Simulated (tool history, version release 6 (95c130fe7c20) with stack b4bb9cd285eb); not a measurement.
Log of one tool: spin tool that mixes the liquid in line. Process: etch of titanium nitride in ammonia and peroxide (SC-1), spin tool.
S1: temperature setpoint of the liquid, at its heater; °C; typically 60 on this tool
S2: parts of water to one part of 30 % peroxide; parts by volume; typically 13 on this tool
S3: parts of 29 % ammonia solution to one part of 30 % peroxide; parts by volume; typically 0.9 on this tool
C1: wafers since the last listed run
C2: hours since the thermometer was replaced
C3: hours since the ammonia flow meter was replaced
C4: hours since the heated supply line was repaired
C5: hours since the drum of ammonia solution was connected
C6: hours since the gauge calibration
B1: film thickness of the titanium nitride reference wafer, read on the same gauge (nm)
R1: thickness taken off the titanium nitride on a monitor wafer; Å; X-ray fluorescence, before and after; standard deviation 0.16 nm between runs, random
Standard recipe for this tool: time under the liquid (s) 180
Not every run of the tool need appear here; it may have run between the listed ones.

Run 1, hour 0: usual settings; C1 0; C2 2421.7; C3 542.8; C4 2914.3; C5 247.4; C6 244.4; B1 49.98. Result: R1 161.6 Å.
Run 2, hour 101.6: usual settings; C1 965; C2 2523.3; C3 644.4; C4 3015.9; C5 349; C6 346; B1 50.01. Result: R1 158.6 Å.
Run 3, hour 158.4: usual settings; C1 540; C2 2580.1; C3 701.2; C4 3072.7; C5 405.8; C6 402.8; B1 50. Result: R1 159.5 Å.
At hour 195.3: ammonia flow meter replaced.
Run 4, hour 248.3: usual settings but S1 51 °C, S2 17 parts by volume, time under the liquid (s) 250; C1 845; C2 2670; C3 53; C4 3162.6; C5 495.7; C6 492.7; B1 50.01. Result: R1 104.1 Å.
Run 5, hour 284.9: usual settings; C1 347; C2 2706.6; C3 89.6; C4 3199.2; C5 532.3; C6 529.3; B1 49.98. Result: R1 161 Å.
At hour 330.3: new drum of ammonia solution connected.
Run 6, hour 530.9: usual settings; C1 2329; C2 2952.6; C3 335.6; C4 3445.2; C5 200.6; C6 775.3; B1 50.03. Result: R1 158.6 Å.
At hour 620.9: thermometer replaced.
Run 7, hour 673: usual settings but S3 1.1 parts by volume, time under the liquid (s) 285; C1 1341; C2 52.1; C3 477.7; C4 3587.3; C5 342.7; C6 917.4; B1 49.97. Result: R1 290.4 Å.
Run 8, hour 716.2: usual settings but S2 15 parts by volume, S3 1.15 parts by volume, time under the liquid (s) 100; C1 410; C2 95.3; C3 520.9; C4 3630.5; C5 385.9; C6 960.6; B1 50.01. Result: R1 93.2 Å.
Run 9, hour 780.4: usual settings but S2 11 parts by volume; C1 610; C2 159.5; C3 585.1; C4 3694.7; C5 450.1; C6 1024.8; B1 50.01. Result: R1 188.9 Å.
At hour 838.6: ammonia flow meter replaced.
Run 10, hour 847: usual settings but S3 1.2 parts by volume; C1 623; C2 226.1; C3 8.4; C4 3761.3; C5 516.7; C6 1091.4; B1 49.98. Result: R1 179.5 Å.
Run 11, hour 919.8: usual settings but S1 51 °C; C1 692; C2 298.9; C3 81.2; C4 3834.1; C5 589.5; C6 1164.2; B1 50.03. Result: R1 94.3 Å.
At hour 977.9: new drum of ammonia solution connected.
Run 12, hour 1182.5: usual settings but S1 51 °C, S2 7 parts by volume, S3 1.05 parts by volume; C1 2488; C2 561.6; C3 343.9; C4 4096.8; C5 204.6; C6 1426.9; B1 50.01. Result: R1 132.1 Å.
At hour 1188.6: heated supply line repaired.
Run 13, hour 1247.7: usual settings but time under the liquid (s) 280; C1 610; C2 626.8; C3 409.1; C4 59.1; C5 269.8; C6 1492.1; B1 49.99. Result: R1 265 Å.
Run 14, hour 1300: usual settings; C1 497; C2 679.1; C3 461.4; C4 111.4; C5 322.1; C6 1544.4; B1 50. Result: R1 170.3 Å.
Run 15, hour 1402.9: usual settings but S2 16.5 parts by volume, S3 0.55 parts by volume; C1 978; C2 782; C3 564.3; C4 214.3; C5 425; C6 1647.3; B1 49.99. Result: R1 137.7 Å.
At hour 1447.9: ammonia flow meter replaced.
Run 16, hour 1477.6: usual settings but S2 15.5 parts by volume; C1 700; C2 856.7; C3 29.7; C4 289; C5 499.7; C6 1722; B1 50.02. Result: R1 153.1 Å.
Run 17, hour 1543.6: usual settings but S2 9 parts by volume, S3 1.15 parts by volume; C1 627; C2 922.7; C3 95.7; C4 355; C5 565.7; C6 1788; B1 50.01. Result: R1 210 Å.
Run 18, hour 1579.9: usual settings; C1 345; C2 959; C3 132; C4 391.3; C5 602; C6 1824.3; B1 49.99. Result: R1 169 Å.
Run 19, hour 1653.7: usual settings but S1 54 °C, S2 17 parts by volume, S3 1.15 parts by volume, time under the liquid (s) 275; C1 701; C2 1032.8; C3 205.8; C4 465.1; C5 675.8; C6 1898.1; B1 50.03. Result: R1 156.6 Å.

For run 20, what comes out?
At hour 1689.4: new drum of ammonia solution connected.
Run 20, hour 1709.1: usual settings but S3 0.5 parts by volume; C1 517; C2 1088.2; C3 261.2; C4 520.5; C5 19.7; C6 1953.5; B1 ?. Result: R1 ?.

B1: 49.98
R1: 152.3 Å
On a tool with no hidden condition, and with the same random variation, this run would have come out at R1 159.1 Å.

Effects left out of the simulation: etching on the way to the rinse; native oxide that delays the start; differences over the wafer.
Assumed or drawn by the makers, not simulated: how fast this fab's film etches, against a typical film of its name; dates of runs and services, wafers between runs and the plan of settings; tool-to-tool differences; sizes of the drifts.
